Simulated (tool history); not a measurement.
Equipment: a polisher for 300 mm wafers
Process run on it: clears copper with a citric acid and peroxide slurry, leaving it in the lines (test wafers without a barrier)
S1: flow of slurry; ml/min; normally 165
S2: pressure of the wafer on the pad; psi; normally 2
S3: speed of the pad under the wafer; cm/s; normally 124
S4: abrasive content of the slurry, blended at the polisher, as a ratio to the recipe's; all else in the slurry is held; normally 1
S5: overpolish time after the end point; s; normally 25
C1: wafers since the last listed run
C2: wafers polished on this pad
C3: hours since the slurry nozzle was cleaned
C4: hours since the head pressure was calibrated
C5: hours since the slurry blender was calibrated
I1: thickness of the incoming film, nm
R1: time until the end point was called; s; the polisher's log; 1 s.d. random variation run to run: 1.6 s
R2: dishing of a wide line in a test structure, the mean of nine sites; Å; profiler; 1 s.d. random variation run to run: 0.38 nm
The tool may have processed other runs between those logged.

run,day,S1,S2,S3,S4,S5,C1,C2,C3,C4,C5,I1,R1,R2
1,0,165,2,124,1,25,0,2412,394.9,273,383.4,246.4,141.2,277
# day 2.875: slurry blender recalibrated
2,3.996,165,2,124,1,25,797,3210,490.8,368.9,26.9,245.5,144.1,267
# day 5.242: slurry nozzle cleaned
# day 7.867: worn pad replaced by a new one
3,7.888,165,2,124,1,25,751,3,63.5,462.3,120.3,244,129.3,287
4,16.946,165,2,124,1,25,1847,1851,280.9,679.7,337.7,247.8,136.5,288
5,19.642,165,2,124,1,25,549,2400,345.6,744.4,402.4,246,141.4,277
# day 22.112: slurry blender recalibrated
6,23.121,165,2,124,1,25,692,3093,429.1,827.9,24.2,246.2,141.6,273
# day 23.458: slurry nozzle cleaned
7,24.733,165,2,124,1,25,320,3413,30.6,866.6,62.9,245.6,128.8,286
# day 25.971: worn pad replaced by a new one
8,28.588,165,2,124,1,25,751,533,123.1,959.1,155.4,244.3,130.7,288
9,31.604,165,2,124,1,22,615,1148,195.5,1031.5,227.8,244,132.6,252
10,34.45,165,2,124,1,22,580,1729,263.8,1099.8,296.1,246,136.7,258
11,37.375,165,2,124,1,22,596,2325,334,1170,366.3,245.8,133.7,253
12,41.067,165,2,124,1,25,752,3078,422.6,1258.6,454.9,241.9,136.5,271
# day 41.883: slurry blender recalibrated
# day 41.996: slurry nozzle cleaned
13,44.575,195,2,124,1,25,689,3768,61.9,1342.8,64.6,242.3,129.2,299
# day 45.725: worn pad replaced by a new one
# day 46.912: head pressure recalibrated
14,47.183,165,2,108,1,29,480,280,124.5,6.5,127.2,248.3,155.3,285

Run 15 comes next. What will it give?
15,51.058,195,2,124,1,33,790,1070,217.5,99.5,220.2,245.5,?,?

{"run 15": {"R1": 132.7, "R2": 365}}
With the hidden condition absent and the run-to-run variation left alone, this run would have shown R1 130.8 s, R2 369 Å.

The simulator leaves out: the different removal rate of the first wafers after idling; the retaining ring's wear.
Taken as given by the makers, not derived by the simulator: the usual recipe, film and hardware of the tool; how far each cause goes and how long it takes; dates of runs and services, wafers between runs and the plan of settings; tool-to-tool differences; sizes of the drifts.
